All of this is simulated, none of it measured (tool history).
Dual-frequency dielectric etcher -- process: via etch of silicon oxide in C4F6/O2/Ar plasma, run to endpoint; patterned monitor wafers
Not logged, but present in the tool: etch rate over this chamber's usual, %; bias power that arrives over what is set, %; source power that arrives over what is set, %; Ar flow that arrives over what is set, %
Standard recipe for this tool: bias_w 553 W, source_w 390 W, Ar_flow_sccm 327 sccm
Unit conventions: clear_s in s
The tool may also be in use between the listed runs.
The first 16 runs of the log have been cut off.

run   hour  bias_w  source_w  Ar_flow_sccm  wafers since the last listed run  hours since the last wet clean  hours since the last bias power generator calibration  hours since the last source power generator calibration  hours since the last Ar flow controller change  hours since the last upper electrode change  incoming incoming film thickness, nm  clear_s
       372  -- bias power generator calibrated
 17  391.5     660       390           327                               499                           141.7                                                   19.5                                                   1540.7                                             462                                        410.7                                 186.7     39.6
 18  414.2     553       390           327                               362                           164.4                                                   42.2                                                   1563.4                                           484.7                                        433.4                                   188     42.6
 19  428.8     604       290           355                               233                             179                                                   56.8                                                     1578                                           499.3                                          448                                 187.8     47.2
     455.5  -- source power generator calibrated
 20  457.4     588       390           327                               392                           207.6                                                   85.4                                                      1.9                                           527.9                                        476.6                                 188.3     41.7
 21  482.1     553       390           357                               394                           232.3                                                  110.1                                                     26.6                                           552.6                                        501.3                                 186.4     43.2
 22  551.2     682       330           327                              1103                           301.4                                                  179.2                                                     95.7                                           621.7                                        570.4                                 186.7     40.7
 23  568.2     466       390           382                               271                           318.4                                                  196.2                                                    112.7                                           638.7                                        587.4                                 187.9     46.2
 24  600.4     553       390           327                               514                           350.6                                                  228.4                                                    144.9                                           670.9                                        619.6                                 186.6     41.4
 25  613.2     635       490           327                               204                           363.4                                                  241.2                                                    157.7                                           683.7                                        632.4                                 187.5     36.4
 26  646.9     682       330           327                               538                           397.1                                                  274.9                                                    191.4                                           717.4                                        666.1                                 186.5     40.4
 27  668.3     426       360           267                               341                           418.5                                                  296.3                                                    212.8                                           738.8                                        687.5                                 185.7     46.1
 28  686.9     553       420           327                               296                           437.1                                                  314.9                                                    231.4                                           757.4                                        706.1                                 186.7     40.2
     720.6  -- wet clean of the chamber
 29  783.5     416       390           408                              1159                            62.9                                                  411.5                                                      328                                             854                                        802.7                                 184.9     49.8
 30  810.5     553       390           327                               431                            89.9                                                  438.5                                                      355                                             881                                        829.7                                 187.4     42.6

Here are 3 independent what-if runs from the current tool condition. What would each one return?
  A  810.9     553       390           361                                 6                            90.3                                                  438.9                                                    355.4                                           881.4                                        830.1                                 187.8        ?
  B  810.9     601       430           327                                 6                            90.3                                                  438.9                                                    355.4                                           881.4                                        830.1                                 187.8        ?
  C  810.9     680       360           327                                 6                            90.3                                                  438.9                                                    355.4                                           881.4                                        830.1                                 187.8        ?

run  clear_s
  A     42.6
  B     38.8
  C     39.5
The same runs, with their run-to-run variation unchanged, on a tool lacking any hidden condition would have given:
run  clear_s
  A     43.2
  B     39.4
  C       40
